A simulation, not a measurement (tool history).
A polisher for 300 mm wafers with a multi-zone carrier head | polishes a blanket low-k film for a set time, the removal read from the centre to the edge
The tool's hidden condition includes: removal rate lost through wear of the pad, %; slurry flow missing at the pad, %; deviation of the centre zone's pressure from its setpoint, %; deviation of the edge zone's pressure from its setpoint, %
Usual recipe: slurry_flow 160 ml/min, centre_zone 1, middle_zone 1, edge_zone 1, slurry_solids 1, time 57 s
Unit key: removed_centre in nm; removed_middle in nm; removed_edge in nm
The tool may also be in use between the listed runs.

run	hour	slurry_flow	centre_zone	middle_zone	edge_zone	slurry_solids	time	wafers since the last listed run	wafers polished on this pad	hours since the slurry nozzle was cleaned	hours since the centre zone pressure was calibrated	hours since the edge zone pressure was calibrated	hours since the carrier head's membrane was replaced	incoming thickness of the incoming film, nm	removed_centre	removed_middle	removed_edge
1	0	130	1	1	1	1	57	0	1228	235.3	784.2	1420.9	996.6	665.1	24.5	25.2	25.9
# hour 1.6: worn pad replaced by a new one
2	16.8	130	1	1	1	1	57	186	186	252.1	801	1437.7	1013.4	678.5	26.6	27.6	28.6
3	24.2	130	1	1	1	1	57	91	277	259.5	808.4	1445.1	1020.8	660.6	26.6	27.3	28.3
4	32	160	1	1	1	1.25	41	95	373	267.3	816.2	1452.9	1028.6	674.9	22.2	22.6	23
5	43.8	160	1	1	1	1.25	41	145	518	279.1	828	1464.7	1040.4	663.9	21.8	21.8	22.9
6	54.3	160	1	1	1	1.25	41	129	647	289.6	838.5	1475.2	1050.9	679	21.8	22.2	22.4
# hour 60.3: edge zone pressure recalibrated
7	61.8	160	1	0.94	1	0.9	57	67	715	297.1	846	1.5	1058.4	670.1	25.7	24.8	26.8
8	75.4	160	1	1	1	1	57	167	882	310.7	859.6	15.1	1072	665.1	26.1	27.3	27.8
9	82.8	160	1	1	1	0.8	57	91	973	318.1	867	22.5	1079.4	668.3	23.9	24.3	24.2
# hour 103: worn pad replaced by a new one
10	103.5	130	1	1	1	1	57	205	5	338.8	887.7	43.2	1100.1	659.8	25.8	26.8	27.5
# hour 108.6: carrier head's membrane replaced by a new one
11	137.2	180	1	1	1	1	67	353	358	372.5	921.4	76.9	28.6	662.4	32	33.4	33.8
# hour 140.5: slurry nozzle cleaned
12	152.3	190	1	1	1	1	42	173	532	11.8	936.5	92	43.7	683.9	21.5	22.1	21.8
# hour 155.5: centre zone pressure recalibrated
13	162.5	160	0.92	1	1	1.25	57	100	632	22	7	102.2	53.9	672.5	28.3	31.9	31.6
14	171.5	160	1	1	1	1	57	110	743	31	16	111.2	62.9	669.8	27.8	27.5	29.1
15	188.8	160	1	1	1	1.1	57	212	956	48.3	33.3	128.5	80.2	672.6	28.2	29.2	29.5
# hour 193.1: worn pad replaced by a new one
16	194.9	205	1	1	0.96	1	63	25	21	54.4	39.4	134.6	86.3	680.4	33	33.3	33.1

4 ways to go on from here, each from the tool as it stands after run 16. What would each give?
A	195.3	160	1	1	1	1	57	4	26	54.8	39.8	135	86.7	681.8	?	?	?
B	195.3	160	1.07	1	1	1	57	4	26	54.8	39.8	135	86.7	681.8	?	?	?
C	195.3	160	0.91	1	1	1	57	4	26	54.8	39.8	135	86.7	681.8	?	?	?
D	195.3	125	1.1	1	1.1	1	57	4	26	54.8	39.8	135	86.7	681.8	?	?	?

run	removed_centre	removed_middle	removed_edge
A	28.4	29.5	29.8
B	30.4	29.4	29.8
C	25.8	29.5	29.8
D	29.8	28.2	30.3
Had the tool no hidden state, the same runs would have come out as:
run	removed_centre	removed_middle	removed_edge
A	28.6	29.7	30
B	30.7	29.7	30
C	26	29.7	30
D	30	28.4	30.5
